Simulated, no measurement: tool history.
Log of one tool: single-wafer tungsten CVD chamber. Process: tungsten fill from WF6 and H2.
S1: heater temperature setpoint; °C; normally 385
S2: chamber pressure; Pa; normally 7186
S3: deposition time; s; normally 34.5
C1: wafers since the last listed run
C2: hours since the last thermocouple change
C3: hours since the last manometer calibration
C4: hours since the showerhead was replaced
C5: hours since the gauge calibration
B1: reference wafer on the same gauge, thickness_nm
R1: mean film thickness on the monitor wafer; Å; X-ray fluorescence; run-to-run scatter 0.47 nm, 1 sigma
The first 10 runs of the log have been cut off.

run	hour	S1	S2	S3	C1	C2	C3	C4	C5	B1	R1
11	757.6	378	7186	34.5	665	96.3	1534.2	2348.3	1989.8	79.861	726.54
12	797.2	378	7186	34.5	464	135.9	1573.8	2387.9	2029.4	79.763	728.99
13	861.3	373	7186	34.5	752	200	1637.9	2452	2093.5	79.707	657.95
14	926	373	7186	34.5	759	264.7	1702.6	2516.7	2158.2	79.717	657.91
15	977.3	385	7186	34.5	601	316	1753.9	2568	2209.5	79.713	846.58
# hour 994: gauge calibrated
16	1029.1	398	8026	34.5	607	367.8	1805.7	2619.8	35.1	83.446	1191.07
# hour 1065.5: showerhead replaced
17	1066	377	7839	34.5	339	404.7	1842.6	0.5	72	83.297	771.52
18	1087.6	376	5653	38.1	253	426.3	1864.2	22.1	93.6	83.132	740.64
19	1134.9	399	7186	34.5	554	473.6	1911.5	69.4	140.9	82.8	1149.62
20	1202.7	370	7186	31	795	541.4	1979.3	137.2	208.7	82.33	571.59
21	1242.8	385	7186	34.5	470	581.5	2019.4	177.3	248.8	82.187	865.89
22	1277.7	385	7186	36.7	409	616.4	2054.3	212.2	283.7	82.036	919.94
# hour 1307.5: capacitance manometer re-zeroed and calibrated
23	1346.2	372	8959	38.8	709	684.9	38.7	280.7	352.2	81.678	796.29
24	1414.6	374	7186	39.7	802	753.3	107.1	349.1	420.6	81.401	782.3
25	1468.4	375	7186	40.7	631	807.1	160.9	402.9	474.4	81.212	826.98
26	1529.1	385	8133	38.5	712	867.8	221.6	463.6	535.1	80.941	1004.65
27	1574.5	385	7186	37.2	532	913.2	267	509	580.5	80.817	921.04
28	1643.2	390	8546	29.4	806	981.9	335.7	577.7	649.2	80.686	857.77
29	1688	385	5973	41.1	525	1026.7	380.5	622.5	694	80.609	961.52
30	1759.7	381	7186	34.5	841	1098.4	452.2	694.2	765.7	80.409	783.09
31	1812.3	397	7959	38	617	1151	504.8	746.8	818.3	80.276	1225.82
32	1868.9	385	7186	34.5	664	1207.6	561.4	803.4	874.9	80.284	847.27
# hour 1883.1: thermocouple changed; heater temperature recalibrated
33	1899.4	394	8719	38	263	16.3	591.9	833.9	905.4	80.129	1186.13

Consider 5 possible next runs. They are alternatives, not a sequence: every one starts from the tool as it was left by run 33. What does each give?
A	1899.8	389	7186	34.5	4	16.7	592.3	834.3	905.8	?	?
B	1899.8	385	7186	30.3	4	16.7	592.3	834.3	905.8	?	?
C	1899.8	373	6319	38.8	4	16.7	592.3	834.3	905.8	?	?
D	1899.8	392	6066	31.9	4	16.7	592.3	834.3	905.8	?	?
E	1899.8	381	6239	28.9	4	16.7	592.3	834.3	905.8	?	?

run	B1	R1
A	80.07	914.7
B	80.07	741.01
C	80.07	710.16
D	80.07	848.48
E	80.07	622.17
Without the tool's hidden state the same runs would have given:
run	R1
A	964.94
B	781.71
C	749.17
D	895.08
E	656.34
